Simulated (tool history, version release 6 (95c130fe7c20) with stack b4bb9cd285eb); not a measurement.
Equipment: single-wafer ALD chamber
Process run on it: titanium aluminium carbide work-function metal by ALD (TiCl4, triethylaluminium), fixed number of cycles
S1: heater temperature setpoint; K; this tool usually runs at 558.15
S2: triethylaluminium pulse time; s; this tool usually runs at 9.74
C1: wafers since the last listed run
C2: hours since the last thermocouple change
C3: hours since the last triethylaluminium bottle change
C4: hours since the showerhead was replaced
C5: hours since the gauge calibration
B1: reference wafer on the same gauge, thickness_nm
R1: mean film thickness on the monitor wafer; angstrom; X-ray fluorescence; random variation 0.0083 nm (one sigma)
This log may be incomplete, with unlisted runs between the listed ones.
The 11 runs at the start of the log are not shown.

At hour 851.9: triethylaluminium bottle replaced.
Run 12, hour 897.5: usual settings; C1 1094; C2 1619.7; C3 45.6; C4 262.7; C5 1463.7; B1 2.179. Result: R1 19.67 angstrom.
At hour 956.5: thermocouple changed; heater temperature recalibrated.
Run 13, hour 971.0: usual settings; C1 1051; C2 14.5; C3 119.1; C4 336.2; C5 1537.2; B1 2.177. Result: R1 19.11 angstrom.
Run 14, hour 1020.2: usual settings but S2 11.82 s; C1 789; C2 63.7; C3 168.3; C4 385.4; C5 1586.4; B1 2.177. Result: R1 19.52 angstrom.
Run 15, hour 1112.1: usual settings but S2 11.82 s; C1 1475; C2 155.6; C3 260.2; C4 477.3; C5 1678.3; B1 2.182. Result: R1 19.27 angstrom.
Run 16, hour 1208.3: usual settings but S2 7.82 s; C1 1544; C2 251.8; C3 356.4; C4 573.5; C5 1774.5; B1 2.177. Result: R1 17.93 angstrom.
Run 17, hour 1270.3: usual settings; C1 995; C2 313.8; C3 418.4; C4 635.5; C5 1836.5; B1 2.177. Result: R1 18.80 angstrom.
Run 18, hour 1307.6: usual settings but S1 551.15 K, S2 12.31 s; C1 598; C2 351.1; C3 455.7; C4 672.8; C5 1873.8; B1 2.176. Result: R1 18.64 angstrom.
Run 19, hour 1410.6: usual settings but S1 571.15 K, S2 5.98 s; C1 1653; C2 454.1; C3 558.7; C4 775.8; C5 1976.8; B1 2.181. Result: R1 17.82 angstrom.
At hour 1478.7: triethylaluminium bottle replaced.
Run 20, hour 1498.0: usual settings but S1 562.15 K, S2 12.11 s; C1 1274; C2 541.5; C3 19.3; C4 863.2; C5 2064.2; B1 2.181. Result: R1 20.32 angstrom.
Run 21, hour 1585.0: usual settings but S1 568.15 K, S2 5.92 s; C1 1396; C2 628.5; C3 106.3; C4 950.2; C5 2151.2; B1 2.181. Result: R1 18.36 angstrom.
Run 22, hour 1640.3: usual settings but S1 551.15 K, S2 7.15 s; C1 887; C2 683.8; C3 161.6; C4 1005.5; C5 2206.5; B1 2.180. Result: R1 17.38 angstrom.
Run 23, hour 1722.8: usual settings but S1 568.15 K, S2 6.70 s; C1 1324; C2 766.3; C3 244.1; C4 1088.0; C5 2289.0; B1 2.182. Result: R1 18.52 angstrom.
Run 24, hour 1802.3: usual settings but S1 547.15 K, S2 6.02 s; C1 1276; C2 845.8; C3 323.6; C4 1167.5; C5 2368.5; B1 2.180. Result: R1 16.02 angstrom.
At hour 1854.3: gauge calibrated.
Run 25, hour 1864.5: usual settings; C1 998; C2 908.0; C3 385.8; C4 1229.7; C5 10.2; B1 2.179. Result: R1 18.74 angstrom.
Run 26, hour 1970.2: usual settings but S1 549.15 K, S2 7.42 s; C1 1696; C2 1013.7; C3 491.5; C4 1335.4; C5 115.9; B1 2.182. Result: R1 16.72 angstrom.
Run 27, hour 2014.3: usual settings but S1 566.15 K; C1 707; C2 1057.8; C3 535.6; C4 1379.5; C5 160.0; B1 2.177. Result: R1 19.33 angstrom.
Run 28, hour 2113.3: usual settings but S1 568.15 K, S2 5.92 s; C1 1589; C2 1156.8; C3 634.6; C4 1478.5; C5 259.0; B1 2.178. Result: R1 17.30 angstrom.
At hour 2157.2: triethylaluminium bottle replaced.
Run 29, hour 2192.4: usual settings but S1 566.15 K, S2 12.64 s; C1 1141; C2 1235.9; C3 35.2; C4 1557.6; C5 338.1; B1 2.181. Result: R1 20.96 angstrom.
Run 30, hour 2279.3: usual settings but S2 6.61 s; C1 1395; C2 1322.8; C3 122.1; C4 1644.5; C5 425.0; B1 2.180. Result: R1 18.03 angstrom.

Forecast run 31:
Run 31, hour 2376.0: usual settings but S1 554.15 K, S2 11.99 s; C1 1552; C2 1419.5; C3 218.8; C4 1741.2; C5 521.7; B1 ?. Result: R1 ?.

{"run 31": {"B1": 2.18, "R1": 19.18}}
Take away the tool's hidden state, keep the run-to-run variation as it was, and the same run would have given R1 19.26 angstrom.
